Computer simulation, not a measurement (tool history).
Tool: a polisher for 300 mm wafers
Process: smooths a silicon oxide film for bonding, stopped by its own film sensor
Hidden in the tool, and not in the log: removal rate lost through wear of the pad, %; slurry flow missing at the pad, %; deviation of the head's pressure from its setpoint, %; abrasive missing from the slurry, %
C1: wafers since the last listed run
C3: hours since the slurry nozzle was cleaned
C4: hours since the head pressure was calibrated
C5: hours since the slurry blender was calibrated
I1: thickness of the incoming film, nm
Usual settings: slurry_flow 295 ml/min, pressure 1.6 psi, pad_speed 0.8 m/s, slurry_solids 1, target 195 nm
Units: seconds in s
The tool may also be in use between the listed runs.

{"run": 1, "hour": 0.0, "slurry_flow": 295, "pressure": 1.6, "pad_speed": 0.8, "slurry_solids": 1, "target": 195, "C1": 0, "wafers polished on this pad": 666, "C3": 176.2, "C4": 1308.6, "C5": 175.4, "I1": 229.2, "seconds": 77.4}
{"run": 2, "hour": 21.3, "slurry_flow": 295, "pressure": 1.6, "pad_speed": 0.8, "slurry_solids": 1, "target": 195, "C1": 154, "wafers polished on this pad": 820, "C3": 197.5, "C4": 1329.9, "C5": 196.7, "I1": 226.8, "seconds": 72.5}
{"run": 3, "hour": 56.2, "slurry_flow": 295, "pressure": 1.6, "pad_speed": 0.8, "slurry_solids": 1, "target": 195, "C1": 252, "wafers polished on this pad": 1072, "C3": 232.4, "C4": 1364.8, "C5": 231.6, "I1": 230.9, "seconds": 79.3}
{"run": 4, "hour": 72.8, "slurry_flow": 295, "pressure": 1.6, "pad_speed": 0.8, "slurry_solids": 1, "target": 195, "C1": 120, "wafers polished on this pad": 1192, "C3": 249, "C4": 1381.4, "C5": 248.2, "I1": 234.2, "seconds": 91.4}
{"hour": 88.5, "done": "worn pad replaced by a new one"}
{"run": 5, "hour": 94.5, "slurry_flow": 295, "pressure": 1.6, "pad_speed": 0.8, "slurry_solids": 1.15, "target": 195, "C1": 128, "wafers polished on this pad": 43, "C3": 270.7, "C4": 1403.1, "C5": 269.9, "I1": 232.3, "seconds": 86}
{"run": 6, "hour": 124.0, "slurry_flow": 295, "pressure": 1.6, "pad_speed": 0.8, "slurry_solids": 1.15, "target": 195, "C1": 213, "wafers polished on this pad": 256, "C3": 300.2, "C4": 1432.6, "C5": 299.4, "I1": 226.9, "seconds": 74}
{"run": 7, "hour": 145.1, "slurry_flow": 295, "pressure": 1.6, "pad_speed": 0.8, "slurry_solids": 1.15, "target": 195, "C1": 152, "wafers polished on this pad": 409, "C3": 321.3, "C4": 1453.7, "C5": 320.5, "I1": 225.6, "seconds": 71.1}
{"run": 8, "hour": 164.5, "slurry_flow": 295, "pressure": 1.6, "pad_speed": 0.8, "slurry_solids": 0.8, "target": 195, "C1": 140, "wafers polished on this pad": 549, "C3": 340.7, "C4": 1473.1, "C5": 339.9, "I1": 230.5, "seconds": 100.8}
{"hour": 169.8, "done": "worn pad replaced by a new one, repeated, since the last time left the tool worse"}
{"run": 9, "hour": 180.8, "slurry_flow": 295, "pressure": 1.6, "pad_speed": 0.8, "slurry_solids": 0.8, "target": 195, "C1": 88, "wafers polished on this pad": 79, "C3": 357, "C4": 1489.4, "C5": 356.2, "I1": 226.4, "seconds": 77.3}
{"hour": 183.3, "done": "slurry nozzle cleaned"}
{"run": 10, "hour": 197.0, "slurry_flow": 295, "pressure": 1.6, "pad_speed": 0.8, "slurry_solids": 1, "target": 195, "C1": 109, "wafers polished on this pad": 189, "C3": 13.7, "C4": 1505.6, "C5": 372.4, "I1": 230.3, "seconds": 79}
{"hour": 220.9, "done": "slurry blender recalibrated"}
{"run": 11, "hour": 230.9, "slurry_flow": 295, "pressure": 1.1, "pad_speed": 0.8, "slurry_solids": 1, "target": 195, "C1": 230, "wafers polished on this pad": 419, "C3": 47.6, "C4": 1539.5, "C5": 10, "I1": 231.2, "seconds": 111.8}
{"hour": 245.9, "done": "head pressure recalibrated"}
{"run": 12, "hour": 251.2, "slurry_flow": 205, "pressure": 1.6, "pad_speed": 0.8, "slurry_solids": 0.85, "target": 195, "C1": 132, "wafers polished on this pad": 552, "C3": 67.9, "C4": 5.3, "C5": 30.3, "I1": 226.5, "seconds": 80.3}
{"run": 13, "hour": 275.7, "slurry_flow": 295, "pressure": 1.1, "pad_speed": 1.04, "slurry_solids": 1.1, "target": 190, "C1": 177, "wafers polished on this pad": 729, "C3": 92.4, "C4": 29.8, "C5": 54.8, "I1": 230.5, "seconds": 98.3}
{"run": 14, "hour": 301.6, "slurry_flow": 295, "pressure": 1.6, "pad_speed": 0.8, "slurry_solids": 1, "target": 195, "C1": 187, "wafers polished on this pad": 916, "C3": 118.3, "C4": 55.7, "C5": 80.7, "I1": 229.6, "seconds": 77.8}
{"run": 15, "hour": 330.8, "slurry_flow": 230, "pressure": 1.6, "pad_speed": 0.8, "slurry_solids": 1, "target": 195, "C1": 211, "wafers polished on this pad": 1128, "C3": 147.5, "C4": 84.9, "C5": 109.9, "I1": 230.5, "seconds": 82.8}
{"hour": 346.0, "done": "worn pad replaced by a new one"}
{"run": 16, "hour": 357.4, "slurry_flow": 295, "pressure": 1.6, "pad_speed": 0.8, "slurry_solids": 1, "target": 195, "C1": 163, "wafers polished on this pad": 82, "C3": 174.1, "C4": 111.5, "C5": 136.5, "I1": 231.5, "seconds": 78.6}
{"run": 17, "hour": 375.2, "slurry_flow": 295, "pressure": 1.6, "pad_speed": 0.8, "slurry_solids": 1, "target": 195, "C1": 128, "wafers polished on this pad": 211, "C3": 191.9, "C4": 129.3, "C5": 154.3, "I1": 230.8, "seconds": 80.2}
{"run": 18, "hour": 390.9, "slurry_flow": 265, "pressure": 1.6, "pad_speed": 0.8, "slurry_solids": 1, "target": 206, "C1": 113, "wafers polished on this pad": 324, "C3": 207.6, "C4": 145, "C5": 170, "I1": 231.2, "seconds": 57}
{"run": 19, "hour": 411.7, "slurry_flow": 295, "pressure": 1.6, "pad_speed": 0.8, "slurry_solids": 1, "target": 195, "C1": 150, "wafers polished on this pad": 475, "C3": 228.4, "C4": 165.8, "C5": 190.8, "I1": 230.1, "seconds": 78.6}

Forecast run 20:
{"run": 20, "hour": 441.8, "slurry_flow": 295, "pressure": 1.6, "pad_speed": 0.8, "slurry_solids": 0.85, "target": 205, "C1": 217, "wafers polished on this pad": 693, "C3": 258.5, "C4": 195.9, "C5": 220.9, "I1": 229, "seconds": "?"}

seconds: 57.8 s
Without the tool's hidden state the same run would have given seconds 54.8 s.

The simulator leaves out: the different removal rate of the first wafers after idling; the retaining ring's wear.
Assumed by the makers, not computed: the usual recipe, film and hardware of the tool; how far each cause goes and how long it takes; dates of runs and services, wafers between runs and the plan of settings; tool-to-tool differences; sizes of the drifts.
